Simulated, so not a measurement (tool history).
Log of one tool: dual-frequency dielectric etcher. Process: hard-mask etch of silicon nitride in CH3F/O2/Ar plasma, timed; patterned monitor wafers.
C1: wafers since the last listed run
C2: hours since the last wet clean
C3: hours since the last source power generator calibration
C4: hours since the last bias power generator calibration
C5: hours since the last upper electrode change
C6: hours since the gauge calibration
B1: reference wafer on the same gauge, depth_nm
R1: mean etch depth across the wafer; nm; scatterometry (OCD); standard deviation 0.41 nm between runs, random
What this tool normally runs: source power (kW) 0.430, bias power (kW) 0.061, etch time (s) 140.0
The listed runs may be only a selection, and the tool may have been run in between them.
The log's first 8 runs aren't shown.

run 9 hour=162.3 | source_power_(kW)=0.430 bias_power_(kW)=0.061 etch_time_(s)=112.0 | C1=166 C2=32.6 C3=2465.5 C4=2772.0 C5=4429.4 C6=401.4 | B1=77.0 | R1=74.7
run 10 hour=182.7 | source_power_(kW)=0.520 bias_power_(kW)=0.061 etch_time_(s)=170.5 | C1=206 C2=53.0 C3=2485.9 C4=2792.4 C5=4449.8 C6=421.8 | B1=77.0 | R1=123.5
run 11 hour=196.2 | source_power_(kW)=0.430 bias_power_(kW)=0.061 etch_time_(s)=140.0 | C1=136 C2=66.5 C3=2499.4 C4=2805.9 C5=4463.3 C6=435.3 | B1=77.0 | R1=94.0
-- hour=210.5 source power generator calibrated
run 12 hour=225.7 | source_power_(kW)=0.430 bias_power_(kW)=0.061 etch_time_(s)=140.0 | C1=258 C2=96.0 C3=15.2 C4=2835.4 C5=4492.8 C6=464.8 | B1=77.0 | R1=93.5
-- hour=269.5 wet clean of the chamber, repeated, since the last time left the tool worse
run 13 hour=270.0 | source_power_(kW)=0.430 bias_power_(kW)=0.061 etch_time_(s)=140.0 | C1=205 C2=0.5 C3=59.5 C4=2879.7 C5=4537.1 C6=509.1 | B1=77.0 | R1=86.7
run 14 hour=270.4 | source_power_(kW)=0.430 bias_power_(kW)=0.061 etch_time_(s)=140.0 | C1=4 C2=0.9 C3=59.9 C4=2880.1 C5=4537.5 C6=509.5 | B1=77.1 | R1=86.7
run 15 hour=284.9 | source_power_(kW)=0.430 bias_power_(kW)=0.061 etch_time_(s)=140.0 | C1=146 C2=15.4 C3=74.4 C4=2894.6 C5=4552.0 C6=524.0 | B1=77.0 | R1=87.5
-- hour=293.5 bias power generator calibrated
run 16 hour=306.9 | source_power_(kW)=0.430 bias_power_(kW)=0.061 etch_time_(s)=140.0 | C1=182 C2=37.4 C3=96.4 C4=13.4 C5=4574.0 C6=546.0 | B1=77.1 | R1=87.8
-- hour=317.9 gauge calibrated
run 17 hour=327.2 | source_power_(kW)=0.430 bias_power_(kW)=0.061 etch_time_(s)=101.0 | C1=205 C2=57.7 C3=116.7 C4=33.7 C5=4594.3 C6=9.3 | B1=77.0 | R1=63.3
run 18 hour=434.9 | source_power_(kW)=0.360 bias_power_(kW)=0.061 etch_time_(s)=140.0 | C1=1089 C2=165.4 C3=224.4 C4=141.4 C5=4702.0 C6=117.0 | B1=77.0 | R1=81.8
run 19 hour=461.0 | source_power_(kW)=0.480 bias_power_(kW)=0.066 etch_time_(s)=126.0 | C1=264 C2=191.5 C3=250.5 C4=167.5 C5=4728.1 C6=143.1 | B1=76.9 | R1=87.1
-- hour=498.9 upper electrode replaced
run 20 hour=499.4 | source_power_(kW)=0.480 bias_power_(kW)=0.061 etch_time_(s)=140.0 | C1=145 C2=229.9 C3=288.9 C4=205.9 C5=0.5 C6=181.5 | B1=77.0 | R1=93.8
run 21 hour=505.2 | source_power_(kW)=0.480 bias_power_(kW)=0.061 etch_time_(s)=140.0 | C1=58 C2=235.7 C3=294.7 C4=211.7 C5=6.3 C6=187.3 | B1=77.1 | R1=94.8
run 22 hour=518.4 | source_power_(kW)=0.430 bias_power_(kW)=0.061 etch_time_(s)=140.0 | C1=133 C2=248.9 C3=307.9 C4=224.9 C5=19.5 C6=200.5 | B1=77.0 | R1=90.0
run 23 hour=551.3 | source_power_(kW)=0.350 bias_power_(kW)=0.061 etch_time_(s)=140.0 | C1=332 C2=281.8 C3=340.8 C4=257.8 C5=52.4 C6=233.4 | B1=76.9 | R1=81.2
run 24 hour=569.9 | source_power_(kW)=0.330 bias_power_(kW)=0.061 etch_time_(s)=115.0 | C1=188 C2=300.4 C3=359.4 C4=276.4 C5=71.0 C6=252.0 | B1=77.1 | R1=64.1
-- hour=599.9 wet clean of the chamber
run 25 hour=600.4 | source_power_(kW)=0.400 bias_power_(kW)=0.074 etch_time_(s)=178.5 | C1=65 C2=0.5 C3=389.9 C4=306.9 C5=101.5 C6=282.5 | B1=77.0 | R1=116.8
run 26 hour=612.5 | source_power_(kW)=0.430 bias_power_(kW)=0.061 etch_time_(s)=140.0 | C1=122 C2=12.6 C3=402.0 C4=319.0 C5=113.6 C6=294.6 | B1=77.0 | R1=88.0
run 27 hour=644.5 | source_power_(kW)=0.430 bias_power_(kW)=0.061 etch_time_(s)=127.0 | C1=323 C2=44.6 C3=434.0 C4=351.0 C5=145.6 C6=326.6 | B1=77.0 | R1=79.7
run 28 hour=662.4 | source_power_(kW)=0.350 bias_power_(kW)=0.048 etch_time_(s)=118.5 | C1=181 C2=62.5 C3=451.9 C4=368.9 C5=163.5 C6=344.5 | B1=76.9 | R1=61.8
run 29 hour=697.5 | source_power_(kW)=0.510 bias_power_(kW)=0.056 etch_time_(s)=167.0 | C1=355 C2=97.6 C3=487.0 C4=404.0 C5=198.6 C6=379.6 | B1=76.9 | R1=112.1
run 30 hour=721.8 | source_power_(kW)=0.490 bias_power_(kW)=0.066 etch_time_(s)=160.0 | C1=245 C2=121.9 C3=511.3 C4=428.3 C5=222.9 C6=403.9 | B1=77.1 | R1=112.5

Below are 4 alternative next runs, each starting from the tool's condition after run 30. Predict each:
run A hour=722.3 | source_power_(kW)=0.430 bias_power_(kW)=0.061 etch_time_(s)=140.0 | C1=5 C2=122.4 C3=511.8 C4=428.8 C5=223.4 C6=404.4 | B1=? | R1=?
run B hour=722.3 | source_power_(kW)=0.430 bias_power_(kW)=0.061 etch_time_(s)=100.5 | C1=5 C2=122.4 C3=511.8 C4=428.8 C5=223.4 C6=404.4 | B1=? | R1=?
run C hour=722.3 | source_power_(kW)=0.530 bias_power_(kW)=0.052 etch_time_(s)=140.0 | C1=5 C2=122.4 C3=511.8 C4=428.8 C5=223.4 C6=404.4 | B1=? | R1=?
run D hour=722.3 | source_power_(kW)=0.370 bias_power_(kW)=0.061 etch_time_(s)=140.0 | C1=5 C2=122.4 C3=511.8 C4=428.8 C5=223.4 C6=404.4 | B1=? | R1=?

run=A B1=76.9 R1=89.1
run=B B1=76.9 R1=64.0
run=C B1=76.9 R1=93.0
run=D B1=76.9 R1=82.6
Without the tool's unlogged condition, the same runs would have read:
run=A R1=88.2
run=B R1=63.3
run=C R1=92.0
run=D R1=81.7
